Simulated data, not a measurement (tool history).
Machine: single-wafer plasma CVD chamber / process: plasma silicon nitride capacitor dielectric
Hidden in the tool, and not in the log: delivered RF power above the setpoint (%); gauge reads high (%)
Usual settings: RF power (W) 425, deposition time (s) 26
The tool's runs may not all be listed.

run,hour,RF power (W),deposition time (s),wafers since the last listed run,hours since the last RF generator calibration,hours since the showerhead was replaced,hours since the gauge calibration,"read-back reference wafer on the same gauge, thickness_nm",mean film thickness on the monitor wafer (angstrom)
1,0,425,26,0,1635.6,5972.1,185.1,42.712,367.34
2,15.8,385,26,533,1651.4,5987.9,200.9,42.671,354.82
3,31.1,385,26,516,1666.7,6003.2,216.2,42.696,355.88
4,44.3,385,26,445,1679.9,6016.4,229.4,42.686,355.3
5,52.4,425,26,273,1688,6024.5,237.5,42.711,366.71
6,62.7,360,26,347,1698.3,6034.8,247.8,42.725,347.7
7,80.6,360,26,604,1716.2,6052.7,265.7,42.681,348.19
8,89.8,490,26,310,1725.4,6061.9,274.9,42.704,382.03
9,107.4,490,26,594,1743,6079.5,292.5,42.698,382.34
10,123.9,425,26,557,1759.5,6096,309,42.692,366.37
11,136.7,425,26,432,1772.3,6108.8,321.8,42.7,365.93
12,143.6,425,26,233,1779.2,6115.7,328.7,42.702,365.32
13,158.1,425,26,489,1793.7,6130.2,343.2,42.699,365.32
14,169.8,425,26,395,1805.4,6141.9,354.9,42.711,365.8
15,184.7,425,26,503,1820.3,6156.8,369.8,42.685,365.75
# hour 188.9: gauge calibrated
16,197.7,425,26,439,1833.3,6169.8,8.8,42.69,365.63
17,207.6,425,21.8,334,1843.2,6179.7,18.7,42.687,306.5
18,221.2,425,21.8,459,1856.8,6193.3,32.3,42.708,307.28
19,231.2,425,21.8,337,1866.8,6203.3,42.3,42.705,306.14
20,250.7,425,22.3,658,1886.3,6222.8,61.8,42.689,313.91
21,262.7,425,26,405,1898.3,6234.8,73.8,42.705,366.59
22,287.6,395,30.1,841,1923.2,6259.7,98.7,42.716,414.25
23,304.4,425,29.7,567,1940,6276.5,115.5,42.695,417.21
24,317.2,425,26,432,1952.8,6289.3,128.3,42.699,364.61
25,324.9,375,21.7,260,1960.5,6297,136,42.703,293.46
26,336.3,485,22.1,385,1971.9,6308.4,147.4,42.698,322.68
# hour 349.9: RF generator calibrated
# hour 352.9: showerhead replaced
27,354,425,29.5,228,4.1,1.1,165.1,42.706,426.23
28,367.9,400,26,469,18,15,179,42.683,368.23
29,380.6,425,24.1,428,30.7,27.7,191.7,42.699,347.91
30,395,475,21.5,486,45.1,42.1,206.1,42.707,321.32
31,402,455,28.4,236,52.1,49.1,213.1,42.687,417.41
32,419.9,455,28.5,604,70,67,231,42.709,419.18
33,429.9,425,28.4,337,80,77,241,42.698,408.04
34,442.9,425,26,439,93,90,254,42.694,374.66
35,458.7,380,30.8,533,108.8,105.8,269.8,42.699,430.11
36,467.3,455,28.4,290,117.4,114.4,278.4,42.704,417.13
37,477,455,28.4,327,127.1,124.1,288.1,42.696,417.19
# hour 482.4: gauge calibrated
38,484.6,345,24.3,256,134.7,131.7,2.2,42.696,328.86
39,496.9,425,26,415,147,144,14.5,42.715,373.17
40,505.8,425,26,300,155.9,152.9,23.4,42.708,374.8
41,518,455,28.5,412,168.1,165.1,35.6,42.729,418.93
42,524.9,425,21.1,233,175,172,42.5,42.697,303.62
43,562.8,450,31,1280,212.9,209.9,80.4,42.689,453.53

Forecast each of these 5 alternatives for the next run:
A,563.2,380,26,13,213.3,210.3,80.8,?,?
B,563.2,355,26,13,213.3,210.3,80.8,?,?
C,563.2,485,30.7,13,213.3,210.3,80.8,?,?
D,563.2,390,24.2,13,213.3,210.3,80.8,?,?
E,563.2,425,29.2,13,213.3,210.3,80.8,?,?

run,"read-back reference wafer on the same gauge, thickness_nm",mean film thickness on the monitor wafer (angstrom)
A,42.709,361.8
B,42.709,354.38
C,42.709,460.05
D,42.709,339.42
E,42.709,420.38
Without the tool's unlogged condition, the same runs would have read:
run,mean film thickness on the monitor wafer (angstrom)
A,362.82
B,355.39
C,461.35
D,340.38
E,421.57
